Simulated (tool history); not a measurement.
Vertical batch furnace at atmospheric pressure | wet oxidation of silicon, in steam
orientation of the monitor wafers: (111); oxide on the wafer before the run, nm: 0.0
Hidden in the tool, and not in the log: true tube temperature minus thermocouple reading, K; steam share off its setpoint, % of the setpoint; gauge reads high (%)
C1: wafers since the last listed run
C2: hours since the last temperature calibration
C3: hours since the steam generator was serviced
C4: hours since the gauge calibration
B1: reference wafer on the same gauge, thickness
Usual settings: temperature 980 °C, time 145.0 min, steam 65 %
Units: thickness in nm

{"run": 1, "hour": 0.0, "temperature": 980, "time": 193.0, "steam": 65, "C1": 0, "C2": 2865.6, "C3": 821.8, "C4": 388.3, "B1": 637.82, "thickness": 652.79}
{"run": 2, "hour": 12.4, "temperature": 980, "time": 145.0, "steam": 65, "C1": 89, "C2": 2878.0, "C3": 834.2, "C4": 400.7, "B1": 637.79, "thickness": 545.54}
{"hour": 50.8, "done": "gauge calibrated"}
{"run": 3, "hour": 90.5, "temperature": 980, "time": 145.0, "steam": 65, "C1": 560, "C2": 2956.1, "C3": 912.3, "C4": 39.7, "B1": 639.32, "thickness": 546.04}
{"run": 4, "hour": 123.1, "temperature": 980, "time": 145.0, "steam": 65, "C1": 234, "C2": 2988.7, "C3": 944.9, "C4": 72.3, "B1": 637.63, "thickness": 548.67}
{"run": 5, "hour": 137.6, "temperature": 980, "time": 145.0, "steam": 65, "C1": 104, "C2": 3003.2, "C3": 959.4, "C4": 86.8, "B1": 638.04, "thickness": 545.76}
{"run": 6, "hour": 164.0, "temperature": 980, "time": 145.0, "steam": 65, "C1": 189, "C2": 3029.6, "C3": 985.8, "C4": 113.2, "B1": 637.76, "thickness": 547.35}
{"run": 7, "hour": 189.5, "temperature": 972, "time": 194.0, "steam": 65, "C1": 183, "C2": 3055.1, "C3": 1011.3, "C4": 138.7, "B1": 638.23, "thickness": 629.09}
{"run": 8, "hour": 267.3, "temperature": 972, "time": 194.0, "steam": 65, "C1": 558, "C2": 3132.9, "C3": 1089.1, "C4": 216.5, "B1": 638.09, "thickness": 625.73}
{"hour": 293.2, "done": "thermocouples replaced and temperature profile calibrated"}
{"run": 9, "hour": 293.7, "temperature": 972, "time": 194.0, "steam": 65, "C1": 17, "C2": 0.5, "C3": 1115.5, "C4": 242.9, "B1": 638.72, "thickness": 623.13}
{"run": 10, "hour": 300.6, "temperature": 969, "time": 145.0, "steam": 70, "C1": 49, "C2": 7.4, "C3": 1122.4, "C4": 249.8, "B1": 638.08, "thickness": 539.57}
{"run": 11, "hour": 325.3, "temperature": 980, "time": 145.0, "steam": 65, "C1": 177, "C2": 32.1, "C3": 1147.1, "C4": 274.5, "B1": 637.55, "thickness": 546.86}
{"run": 12, "hour": 405.2, "temperature": 980, "time": 92.5, "steam": 65, "C1": 573, "C2": 112.0, "C3": 1227.0, "C4": 354.4, "B1": 638.02, "thickness": 410.3}
{"hour": 435.1, "done": "steam generator serviced"}
{"run": 13, "hour": 435.6, "temperature": 980, "time": 145.0, "steam": 65, "C1": 45, "C2": 142.4, "C3": 0.5, "C4": 384.8, "B1": 637.02, "thickness": 564.78}
{"run": 14, "hour": 451.1, "temperature": 980, "time": 145.0, "steam": 65, "C1": 111, "C2": 157.9, "C3": 16.0, "C4": 400.3, "B1": 638.53, "thickness": 568.88}
{"run": 15, "hour": 476.6, "temperature": 980, "time": 100.0, "steam": 55, "C1": 183, "C2": 183.4, "C3": 41.5, "C4": 425.8, "B1": 637.33, "thickness": 403.13}
{"run": 16, "hour": 501.9, "temperature": 962, "time": 98.5, "steam": 74, "C1": 181, "C2": 208.7, "C3": 66.8, "C4": 451.1, "B1": 638.84, "thickness": 430.5}
{"hour": 531.5, "done": "gauge calibrated"}
{"run": 17, "hour": 576.8, "temperature": 980, "time": 145.0, "steam": 76, "C1": 537, "C2": 283.6, "C3": 141.7, "C4": 45.3, "B1": 637.75, "thickness": 615.76}
{"run": 18, "hour": 595.5, "temperature": 980, "time": 145.0, "steam": 65, "C1": 134, "C2": 302.3, "C3": 160.4, "C4": 64.0, "B1": 638.25, "thickness": 560.99}
{"run": 19, "hour": 627.2, "temperature": 980, "time": 145.0, "steam": 65, "C1": 227, "C2": 334.0, "C3": 192.1, "C4": 95.7, "B1": 638.39, "thickness": 556.47}
{"run": 20, "hour": 658.1, "temperature": 971, "time": 204.0, "steam": 65, "C1": 221, "C2": 364.9, "C3": 223.0, "C4": 126.6, "B1": 636.93, "thickness": 653.37}
{"run": 21, "hour": 671.1, "temperature": 980, "time": 177.0, "steam": 75, "C1": 93, "C2": 377.9, "C3": 236.0, "C4": 139.6, "B1": 638.95, "thickness": 687.7}

Forecast run 22:
{"run": 22, "hour": 746.3, "temperature": 990, "time": 215.5, "steam": 77, "C1": 539, "C2": 453.1, "C3": 311.2, "C4": 214.8, "B1": "?", "thickness": "?"}

B1: 638.57
thickness: 819.76 nm
Without the tool's hidden state the same run would have given thickness 836.40 nm.
